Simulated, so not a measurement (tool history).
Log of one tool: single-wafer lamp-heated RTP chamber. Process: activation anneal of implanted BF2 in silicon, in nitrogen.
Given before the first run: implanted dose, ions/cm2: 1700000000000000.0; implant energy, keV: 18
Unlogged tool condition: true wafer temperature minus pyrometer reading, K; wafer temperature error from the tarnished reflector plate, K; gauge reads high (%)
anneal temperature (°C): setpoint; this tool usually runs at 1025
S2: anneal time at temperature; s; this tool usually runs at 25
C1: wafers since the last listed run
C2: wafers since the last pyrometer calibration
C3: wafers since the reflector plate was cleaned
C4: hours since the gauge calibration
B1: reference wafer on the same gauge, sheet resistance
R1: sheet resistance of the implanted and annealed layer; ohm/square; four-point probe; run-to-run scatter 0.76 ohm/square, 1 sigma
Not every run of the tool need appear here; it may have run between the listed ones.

{"run": 1, "day": 0.0, "anneal temperature (°C)": 1037, "S2": 37, "C1": 0, "C2": 683, "C3": 190, "C4": 436.3, "B1": 161.97, "R1": 138.57}
{"run": 2, "day": 0.571, "anneal temperature (°C)": 1025, "S2": 25, "C1": 241, "C2": 925, "C3": 431, "C4": 450, "B1": 161.99, "R1": 165.05}
{"day": 0.583, "done": "gauge calibrated"}
{"run": 3, "day": 1.496, "anneal temperature (°C)": 1025, "S2": 25, "C1": 391, "C2": 1316, "C3": 823, "C4": 21.9, "B1": 162.06, "R1": 163.29}
{"run": 4, "day": 2.442, "anneal temperature (°C)": 1025, "S2": 17, "C1": 400, "C2": 1716, "C3": 1223, "C4": 44.6, "B1": 161.74, "R1": 175.41}
{"run": 5, "day": 3.421, "anneal temperature (°C)": 1025, "S2": 17, "C1": 414, "C2": 2131, "C3": 1637, "C4": 68.1, "B1": 162.09, "R1": 175.64}
{"run": 6, "day": 4.179, "anneal temperature (°C)": 1025, "S2": 25, "C1": 320, "C2": 2451, "C3": 1958, "C4": 86.3, "B1": 161.87, "R1": 161.43}
{"run": 7, "day": 5.204, "anneal temperature (°C)": 1025, "S2": 25, "C1": 433, "C2": 2885, "C3": 2391, "C4": 110.9, "B1": 162, "R1": 159.9}
{"run": 8, "day": 6.517, "anneal temperature (°C)": 1025, "S2": 25, "C1": 555, "C2": 3440, "C3": 2947, "C4": 142.4, "B1": 161.7, "R1": 157.47}
{"day": 7.617, "done": "pyrometer window cleaned and pyrometer calibrated"}
{"run": 9, "day": 7.638, "anneal temperature (°C)": 1025, "S2": 25, "C1": 333, "C2": 8, "C3": 3280, "C4": 169.3, "B1": 161.9, "R1": 160.98}
{"run": 10, "day": 8.133, "anneal temperature (°C)": 1037, "S2": 25, "C1": 209, "C2": 218, "C3": 3490, "C4": 181.2, "B1": 162.09, "R1": 146.64}
{"run": 11, "day": 10.496, "anneal temperature (°C)": 1037, "S2": 25, "C1": 999, "C2": 1218, "C3": 4489, "C4": 237.9, "B1": 161.98, "R1": 145.95}
{"day": 11.404, "done": "reflector plate cleaned"}
{"run": 12, "day": 11.425, "anneal temperature (°C)": 1037, "S2": 25, "C1": 252, "C2": 1470, "C3": 8, "C4": 260.2, "B1": 162.15, "R1": 150.9}
{"run": 13, "day": 12.142, "anneal temperature (°C)": 1048, "S2": 35, "C1": 303, "C2": 1773, "C3": 311, "C4": 277.4, "B1": 162.11, "R1": 128.3}
{"run": 14, "day": 13.542, "anneal temperature (°C)": 1025, "S2": 25, "C1": 592, "C2": 2365, "C3": 903, "C4": 311, "B1": 162.11, "R1": 161.26}
{"run": 15, "day": 14.138, "anneal temperature (°C)": 1051, "S2": 39, "C1": 252, "C2": 2617, "C3": 1155, "C4": 325.3, "B1": 161.98, "R1": 121.04}
{"run": 16, "day": 15.017, "anneal temperature (°C)": 1025, "S2": 25, "C1": 371, "C2": 2989, "C3": 1527, "C4": 346.4, "B1": 162.06, "R1": 159.63}
{"run": 17, "day": 15.779, "anneal temperature (°C)": 1025, "S2": 31, "C1": 322, "C2": 3312, "C3": 1850, "C4": 364.7, "B1": 161.84, "R1": 150.95}
{"run": 18, "day": 16.562, "anneal temperature (°C)": 1025, "S2": 12, "C1": 331, "C2": 3643, "C3": 2181, "C4": 383.5, "B1": 161.99, "R1": 182.6}
{"day": 17.596, "done": "pyrometer window cleaned and pyrometer calibrated"}
{"run": 19, "day": 17.617, "anneal temperature (°C)": 999, "S2": 29, "C1": 304, "C2": 7, "C3": 2486, "C4": 408.8, "B1": 162.11, "R1": 193.32}
{"run": 20, "day": 18.708, "anneal temperature (°C)": 1000, "S2": 20, "C1": 461, "C2": 469, "C3": 2948, "C4": 435, "B1": 162.08, "R1": 204.92}
{"run": 21, "day": 19.225, "anneal temperature (°C)": 1013, "S2": 31, "C1": 218, "C2": 688, "C3": 3166, "C4": 447.4, "B1": 161.94, "R1": 166.9}
{"day": 19.5, "done": "gauge calibrated"}
{"run": 22, "day": 19.758, "anneal temperature (°C)": 1050, "S2": 29, "C1": 225, "C2": 914, "C3": 3392, "C4": 6.2, "B1": 162.23, "R1": 128.07}
{"run": 23, "day": 20.696, "anneal temperature (°C)": 1025, "S2": 12, "C1": 396, "C2": 1310, "C3": 3789, "C4": 28.7, "B1": 161.85, "R1": 184.99}
{"run": 24, "day": 21.375, "anneal temperature (°C)": 1025, "S2": 25, "C1": 287, "C2": 1597, "C3": 4076, "C4": 45, "B1": 162.2, "R1": 158.09}
{"day": 22.621, "done": "reflector plate cleaned"}
{"run": 25, "day": 22.679, "anneal temperature (°C)": 1006, "S2": 31, "C1": 410, "C2": 2008, "C3": 25, "C4": 76.3, "B1": 162.17, "R1": 182.88}
{"run": 26, "day": 25.742, "anneal temperature (°C)": 1053, "S2": 13, "C1": 1295, "C2": 3304, "C3": 1320, "C4": 149.8, "B1": 161.92, "R1": 148.05}

3 options for the next run, each taken on its own from the tool as it stands now. Forecast them:
{"run": "A", "day": 25.758, "anneal temperature (°C)": 1016, "S2": 25, "C1": 7, "C2": 3311, "C3": 1327, "C4": 150.2, "B1": "?", "R1": "?"}
{"run": "B", "day": 25.758, "anneal temperature (°C)": 1040, "S2": 15, "C1": 7, "C2": 3311, "C3": 1327, "C4": 150.2, "B1": "?", "R1": "?"}
{"run": "C", "day": 25.758, "anneal temperature (°C)": 1000, "S2": 35, "C1": 7, "C2": 3311, "C3": 1327, "C4": 150.2, "B1": "?", "R1": "?"}

run=A B1=161.96 R1=170.6
run=B B1=161.96 R1=158.57
run=C B1=161.96 R1=182.16
With the hidden condition removed and each run's random variation left untouched, the same runs would have given:
run=A R1=178.78
run=B R1=165.46
run=C R1=192.39
